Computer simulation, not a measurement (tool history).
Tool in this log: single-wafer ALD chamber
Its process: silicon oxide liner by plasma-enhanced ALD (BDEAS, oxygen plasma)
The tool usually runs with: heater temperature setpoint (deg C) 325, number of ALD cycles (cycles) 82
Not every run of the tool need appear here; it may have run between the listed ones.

run   hour  heater temperature setpoint (deg C)  number of ALD cycles (cycles)  wafers since the last listed run  hours since the last thermocouple change  hours since the gauge calibration  read-back reference wafer on the same gauge, thickness_nm  mean film thickness on the monitor wafer (angstrom)
  1    0.0                                  325                             82                                 0                                    1467.5                              100.4                                                      6.420                                                71.96
  2   59.4                                  325                             82                               237                                    1526.9                              159.8                                                      6.436                                                72.12
  3  116.4                                  325                             82                               227                                    1583.9                              216.8                                                      6.457                                                72.38
  4  158.4                                  325                             82                               167                                    1625.9                              258.8                                                      6.458                                                72.45
  5  207.3                                  325                             82                               195                                    1674.8                              307.7                                                      6.476                                                72.79
  6  273.2                                  325                             82                               263                                    1740.7                              373.6                                                      6.488                                                72.97
     310.4  -- thermocouple changed; heater temperature recalibrated
  7  333.5                                  325                             82                               208                                      23.1                              433.9                                                      6.505                                                72.87
  8  371.6                                  334                             82                               152                                      61.2                              472.0                                                      6.510                                                72.07
  9  443.5                                  325                             96                               287                                     133.1                              543.9                                                      6.537                                                85.80
 10  477.8                                  325                             82                               137                                     167.4                              578.2                                                      6.542                                                73.40
     509.0  -- gauge calibrated
 11  515.3                                  331                             69                               149                                     204.9                                6.3                                                      6.380                                                59.71
 12  584.8                                  336                             82                               277                                     274.4                               75.8                                                      6.396                                                70.51
 13  648.5                                  325                             82                               254                                     338.1                              139.5                                                      6.417                                                72.08
 14  712.3                                  320                             87                               254                                     401.9                              203.3                                                      6.430                                                77.58

5 options for the next run, each taken on its own from the tool as it stands now. Forecast them:
  A  712.8                                  325                             95                                 1                                     402.4                              203.8                                                          ?                                                    ?
  B  712.8                                  311                             90                                 1                                     402.4                              203.8                                                          ?                                                    ?
  C  712.8                                  325                             72                                 1                                     402.4                              203.8                                                          ?                                                    ?
  D  712.8                                  318                             71                                 1                                     402.4                              203.8                                                          ?                                                    ?
  E  712.8                                  333                             70                                 1                                     402.4                              203.8                                                          ?                                                    ?

run  read-back reference wafer on the same gauge, thickness_nm  mean film thickness on the monitor wafer (angstrom)
  A                                                      6.430                                                83.66
  B                                                      6.430                                                81.05
  C                                                      6.430                                                63.41
  D                                                      6.430                                                63.23
  E                                                      6.430                                                60.85
Without the tool's hidden state the same runs would have given:
run  mean film thickness on the monitor wafer (angstrom)
  A                                                83.17
  B                                                80.57
  C                                                63.03
  D                                                62.86
  E                                                60.49
